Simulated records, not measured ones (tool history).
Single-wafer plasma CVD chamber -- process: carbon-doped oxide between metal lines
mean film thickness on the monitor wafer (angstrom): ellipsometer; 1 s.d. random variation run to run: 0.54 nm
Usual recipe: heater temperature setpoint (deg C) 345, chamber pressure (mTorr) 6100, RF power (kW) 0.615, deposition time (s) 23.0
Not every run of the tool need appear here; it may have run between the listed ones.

run	day	heater temperature setpoint (deg C)	chamber pressure (mTorr)	RF power (kW)	deposition time (s)	wafers since the last listed run	hours since the last thermocouple change	hours since the last RF generator calibration	hours since the last manometer calibration	hours since the showerhead was replaced	hours since the gauge calibration	read-back reference wafer on the same gauge, thickness_nm	mean film thickness on the monitor wafer (angstrom)
1	0.000	345	6100	0.615	23.0	0	260.5	913.2	615.1	3698.5	519.4	140.704	1494.54
2	2.788	345	6100	0.615	24.6	764	327.4	980.1	682.0	3765.4	586.3	141.043	1618.90
3	4.012	352	5040	0.615	23.0	335	356.8	1009.5	711.4	3794.8	615.7	141.059	1449.81
4	6.988	352	5040	0.615	23.0	815	428.2	1080.9	782.8	3866.2	687.1	141.115	1442.13
5	9.171	345	5050	0.615	21.1	598	480.6	1133.3	835.2	3918.6	739.5	141.045	1350.17
# day 10.638: RF generator calibrated
6	17.262	345	5050	0.615	21.1	2127	674.8	159.0	1029.4	4112.8	933.7	140.893	1355.52
7	18.979	345	5050	0.615	21.1	470	716.0	200.2	1070.6	4154.0	974.9	140.936	1351.57
8	20.167	345	6100	0.615	23.0	325	744.5	228.7	1099.1	4182.5	1003.4	141.034	1496.27
# day 21.104: gauge calibrated
9	22.088	345	6100	0.615	23.0	526	790.6	274.8	1145.2	4228.6	23.6	141.055	1491.78
# day 24.867: showerhead replaced
# day 26.112: thermocouple changed; heater temperature recalibrated
10	29.788	345	6100	0.615	23.0	1928	88.2	459.6	1330.0	118.1	208.4	140.954	1502.47
11	32.529	345	6100	0.675	23.0	751	154.0	525.4	1395.8	183.9	274.2	141.085	1610.06
12	33.846	345	6100	0.675	23.0	361	185.6	557.0	1427.4	215.5	305.8	141.095	1607.55
13	42.825	345	6100	0.675	23.0	2462	401.1	772.5	1642.9	431.0	521.3	140.828	1615.57
14	44.296	330	6100	0.540	23.0	403	436.4	807.8	1678.2	466.3	556.6	141.119	1418.05
15	46.858	345	6100	0.615	23.0	702	497.9	869.3	1739.7	527.8	618.1	141.014	1509.97
16	48.079	345	6100	0.615	19.0	334	527.2	898.6	1769.0	557.1	647.4	141.065	1242.17
# day 50.483: capacitance manometer re-zeroed and calibrated
17	50.608	345	5290	0.615	23.0	602	587.9	959.3	3.0	617.8	708.1	141.320	1478.22
18	52.433	339	5480	0.550	23.0	500	631.7	1003.1	46.8	661.6	751.9	141.213	1380.68
# day 53.192: RF generator calibrated
19	54.425	349	5690	0.530	24.8	454	679.5	29.6	94.6	709.4	799.7	140.886	1413.36
20	56.679	345	5670	0.615	23.0	618	733.6	83.7	148.7	763.5	853.8	140.891	1493.31
21	58.192	345	6890	0.715	24.2	414	769.9	120.0	185.0	799.8	890.1	141.046	1785.18
# day 59.917: gauge calibrated
22	60.412	355	6680	0.500	27.3	608	823.2	173.3	238.3	853.1	11.9	140.998	1484.46
23	61.692	345	6100	0.530	26.3	350	853.9	204.0	269.0	883.8	42.6	141.041	1531.67
24	64.308	345	6100	0.615	24.6	717	916.7	266.8	331.8	946.6	105.4	141.014	1601.96
25	65.725	345	6100	0.615	26.1	388	950.7	300.8	365.8	980.6	139.4	141.040	1705.35
# day 67.042: thermocouple changed; heater temperature recalibrated
26	67.062	345	6100	0.710	23.0	275	0.5	332.9	397.9	1012.7	171.5	140.993	1655.12

Take each entry between the runs: how does the hidden state at the last listed run before it differ from the hidden state at the first listed run after it?
Between runs 5 and 6: RF generator calibrated (day 10.638)
  no hidden state differs between the two runs
Between runs 8 and 9: gauge calibrated (day 21.104)
  no hidden state differs between the two runs
Between runs 9 and 10: showerhead replaced (day 24.867); thermocouple changed; heater temperature recalibrated (day 26.112)
  no hidden state differs between the two runs
Between runs 16 and 17: capacitance manometer re-zeroed and calibrated (day 50.483)
  no hidden state differs between the two runs
Between runs 18 and 19: RF generator calibrated (day 53.192)
  no hidden state differs between the two runs
Between runs 21 and 22: gauge calibrated (day 59.917)
  no hidden state differs between the two runs
Between runs 25 and 26: thermocouple changed; heater temperature recalibrated (day 67.042)
  no hidden state differs between the two runs

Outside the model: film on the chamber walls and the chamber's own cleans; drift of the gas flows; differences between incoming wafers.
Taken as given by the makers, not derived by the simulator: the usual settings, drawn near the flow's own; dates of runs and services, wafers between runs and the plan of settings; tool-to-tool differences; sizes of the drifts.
